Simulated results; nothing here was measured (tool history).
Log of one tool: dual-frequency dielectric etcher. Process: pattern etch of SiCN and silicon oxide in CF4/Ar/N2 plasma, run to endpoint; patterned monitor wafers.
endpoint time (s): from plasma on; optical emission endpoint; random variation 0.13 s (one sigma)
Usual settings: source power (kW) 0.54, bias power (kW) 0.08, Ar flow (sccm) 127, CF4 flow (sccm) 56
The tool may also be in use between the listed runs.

run	day	source power (kW)	bias power (kW)	Ar flow (sccm)	CF4 flow (sccm)	wafers since the last listed run	hours since the last wet clean	hours since the last source power generator calibration	hours since the last bias power generator calibration	hours since the last Ar flow controller change	hours since the last CF4 flow controller change	hours since the last upper electrode change	incoming incoming film thickness, nm	endpoint time (s)
1	0	0.54	0.08	127	56	0	265.8	3949.3	2098.8	1853.2	2389.6	4096.6	15.29	16.2
2	0.65	0.54	0.08	127	56	275	281.4	3964.9	2114.4	1868.8	2405.2	4112.2	15.31	16.6
3	2.017	0.54	0.08	127	56	579	314.2	3997.7	2147.2	1901.6	2438	4145	15.31	16.4
4	2.767	0.54	0.08	127	56	318	332.2	4015.7	2165.2	1919.6	2456	4163	15.31	16.7
5	4.167	0.54	0.08	127	56	593	365.8	4049.3	2198.8	1953.2	2489.6	4196.6	15.22	16.5
6	5.6	0.54	0.08	127	56	608	400.2	4083.7	2233.2	1987.6	2524	4231	15.26	16.6
7	7.017	0.54	0.08	127	46	601	434.2	4117.7	2267.2	2021.6	2558	4265	15.45	17.3
8	8.396	0.54	0.08	127	46	585	467.3	4150.8	2300.3	2054.7	2591.1	4298.1	15.32	17
# day 10.592: upper electrode replaced
9	10.612	0.54	0.08	127	56	516	520.5	4204	2353.5	2107.9	2644.3	0.5	15.27	16.6
# day 10.992: CF4 flow controller replaced
# day 11.146: Ar flow controller replaced
10	11.167	0.54	0.08	127	56	62	533.8	4217.3	2366.8	0.5	4.2	13.8	15.41	16.7
# day 13.304: source power generator calibrated
11	14.133	0.54	0.08	127	56	1187	605	19.9	2438	71.7	75.4	85	15.24	16.3
12	14.896	0.46	0.08	127	56	323	623.3	38.2	2456.3	90	93.7	103.3	15.34	19.1
# day 16.088: bias power generator calibrated
# day 16.204: wet clean of the chamber
13	16.225	0.54	0.08	127	56	443	0.5	70.1	3.3	121.9	125.6	135.2	15.5	16.7
14	16.317	0.54	0.095	127	63	38	2.7	72.3	5.5	124.1	127.8	137.4	15.39	15.4
15	17.25	0.54	0.094	127	56	395	25.1	94.7	27.9	146.5	150.2	159.8	15.25	15.6
16	18.438	0.59	0.08	127	48	503	53.6	123.2	56.4	175	178.7	188.3	15.41	15.8
17	19.046	0.63	0.08	146	56	258	68.2	137.8	71	189.6	193.3	202.9	15.22	14.8
18	19.792	0.4	0.08	127	46	316	86.1	155.7	88.9	207.5	211.2	220.8	15.36	22.4
19	20.538	0.54	0.08	127	56	316	104	173.6	106.8	225.4	229.1	238.7	15.36	16.6
20	21.088	0.54	0.08	127	56	233	117.2	186.8	120	238.6	242.3	251.9	15.24	16.5
21	21.812	0.54	0.088	152	56	307	134.6	204.2	137.4	256	259.7	269.3	15.24	16.5

4 ways to go on from here, each from the tool as it stands after run 21. What would each give?
A	21.829	0.54	0.08	147	56	7	135	204.6	137.8	256.4	260.1	269.7	15.22	?
B	21.829	0.67	0.08	127	56	7	135	204.6	137.8	256.4	260.1	269.7	15.22	?
C	21.829	0.54	0.072	127	56	7	135	204.6	137.8	256.4	260.1	269.7	15.22	?
D	21.829	0.54	0.088	127	61	7	135	204.6	137.8	256.4	260.1	269.7	15.22	?

run	endpoint time (s)
A	16.7
B	13.7
C	16.9
D	15.7
Without the tool's hidden state the same runs would have given:
run	endpoint time (s)
A	16.7
B	13.7
C	16.9
D	15.7
